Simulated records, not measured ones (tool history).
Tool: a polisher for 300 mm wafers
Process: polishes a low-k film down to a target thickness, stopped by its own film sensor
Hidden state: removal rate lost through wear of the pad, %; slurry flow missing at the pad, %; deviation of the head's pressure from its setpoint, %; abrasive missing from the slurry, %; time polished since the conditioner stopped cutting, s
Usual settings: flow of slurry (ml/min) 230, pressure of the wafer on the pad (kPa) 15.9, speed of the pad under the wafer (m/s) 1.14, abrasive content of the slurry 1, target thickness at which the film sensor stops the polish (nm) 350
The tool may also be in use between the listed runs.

run     day  flow of slurry (ml/min)  pressure of the wafer on the pad (kPa)  speed of the pad under the wafer (m/s)  abrasive content of the slurry  target thickness at which the film sensor stops the polish (nm)  wafers since the last listed run  wafers polished on this pad  hours since the slurry nozzle was cleaned  hours since the head pressure was calibrated  hours since the slurry blender was calibrated  hours since the conditioning disc was replaced  incoming thickness of the incoming film, nm  time until the film sensor stopped the polish (s)
  1       0                      230                                    15.9                                    1.36                             0.9                                                              350                                 0                          178                                       30.2                                           200                                          283.1                                           187.9                                        420.2                                              130.9
  2   0.617                      230                                    15.9                                    1.36                             0.9                                                              350                               109                          288                                         45                                         214.8                                          297.9                                           202.7                                        419.7                                              130.8
  3   1.604                      230                                    15.9                                    1.14                               1                                                              350                               175                          464                                       68.7                                         238.5                                          321.6                                           226.4                                        418.9                                              141.4
  4   2.212                      230                                    15.9                                    1.14                               1                                                              350                               108                          572                                       83.3                                         253.1                                          336.2                                             241                                        423.1                                              148.7
      2.625  -- slurry blender recalibrated
  5   3.642                      230                                    15.9                                    1.14                               1                                                              350                               239                          812                                      117.6                                         287.4                                           24.4                                           275.3                                        416.4                                              135.4
  6   5.038                      230                                    14.5                                    1.14                               1                                                              350                               248                         1061                                      151.1                                         320.9                                           57.9                                           308.8                                        426.9                                              170.2
      5.833  -- worn pad replaced by a new one
  7   6.521                      205                                    15.9                                    1.14                               1                                                              350                               234                          122                                      186.7                                         356.5                                           93.5                                           344.4                                        412.9                                              130.1
  8   7.571                      205                                    15.9                                    1.14                               1                                                              350                               187                          309                                      211.9                                         381.7                                          118.7                                           369.6                                        416.8                                              141.1
      8.792  -- conditioning disc replaced and pad reconditioned
  9   8.867                      205                                    15.9                                    1.14                               1                                                              350                               216                          525                                        243                                         412.8                                          149.8                                             1.8                                        420.3                                                145
 10   9.425                      230                                    15.9                                    1.14                               1                                                              350                                99                          625                                      256.4                                         426.2                                          163.2                                            15.2                                          423                                              147.4
     10.438  -- slurry nozzle cleaned
 11  10.458                      205                                    19.3                                    1.14                             1.1                                                              350                               176                          802                                        0.5                                           451                                            188                                              40                                        414.4                                              103.1
     11.433  -- worn pad replaced by a new one
 12  11.738                      230                                    15.9                                    1.14                               1                                                              350                               198                           54                                       31.2                                         481.7                                          218.7                                            70.7                                        422.3                                                144
 13  12.796                      230                                    15.9                                    1.14                               1                                                              350                               188                          242                                       56.6                                         507.1                                          244.1                                            96.1                                        415.3                                              129.8
 14  13.971                      230                                    15.9                                    1.14                               1                                                              350                               209                          452                                       84.8                                         535.3                                          272.3                                           124.3                                        413.1                                                127
 15  14.562                      200                                    15.9                                    1.38                            0.75                                                              363                               105                          557                                         99                                         549.5                                          286.5                                           138.5                                        419.4                                              116.2
     15.412  -- slurry blender recalibrated
 16  15.846                      230                                    14.5                                    0.84                               1                                                              356                               213                          771                                      129.8                                         580.3                                           10.4                                           169.3                                        415.7                                              167.8
     15.975  -- head pressure recalibrated
 17  16.396                      230                                    20.7                                    1.02                             0.8                                                              350                                83                          854                                        143                                          10.1                                           23.6                                           182.5                                        422.4                                              142.8
 18  17.358                      230                                    15.9                                    1.14                               1                                                              350                               171                         1026                                      166.1                                          33.2                                           46.7                                           205.6                                        418.1                                              138.9
     17.979  -- worn pad replaced by a new one
 19  18.212                      230                                    15.9                                     0.8                            0.75                                                              350                               122                           41                                      186.6                                          53.7                                           67.2                                           226.1                                        424.6                                              234.1
 20  19.304                      280                                    10.3                                    1.14                               1                                                              350                               194                          236                                      212.8                                          79.9                                           93.4                                           252.3                                        414.2                                              197.4
 21  19.962                      230                                    15.9                                    0.96                               1                                                              350                               117                          353                                      228.6                                          95.7                                          109.2                                           268.1                                        413.5                                              146.1
 22   21.45                      285                                    20.7                                       1                             0.9                                                              350                               265                          618                                      264.3                                         131.4                                          144.9                                           303.8                                        417.4                                              121.1
     21.846  -- conditioning disc replaced and pad reconditioned
 23  22.283                      230                                    15.9                                     1.5                            0.75                                                              350                               133                          752                                      284.3                                         151.4                                          164.9                                            10.5                                        416.6                                              126.3
 24  22.804                      230                                    15.9                                     1.3                             1.2                                                              357                                92                          845                                      296.8                                         163.9                                          177.4                                              23                                        412.2                                               93.9
     23.833  -- slurry nozzle cleaned
 25  24.058                      230                                    15.9                                    1.14                               1                                                              350                               216                         1061                                        5.4                                           194                                          207.5                                            53.1                                        426.7                                              157.7

Exercise: give the hidden state of the tool at every run:
removal rate lost through wear of the pad, %: 0 in every run
slurry flow missing at the pad, %: 0 in every run
deviation of the head's pressure from its setpoint, %: 0 in every run
abrasive missing from the slurry, %: 0 in every run
time polished since the conditioner stopped cutting, s: 0 in every run

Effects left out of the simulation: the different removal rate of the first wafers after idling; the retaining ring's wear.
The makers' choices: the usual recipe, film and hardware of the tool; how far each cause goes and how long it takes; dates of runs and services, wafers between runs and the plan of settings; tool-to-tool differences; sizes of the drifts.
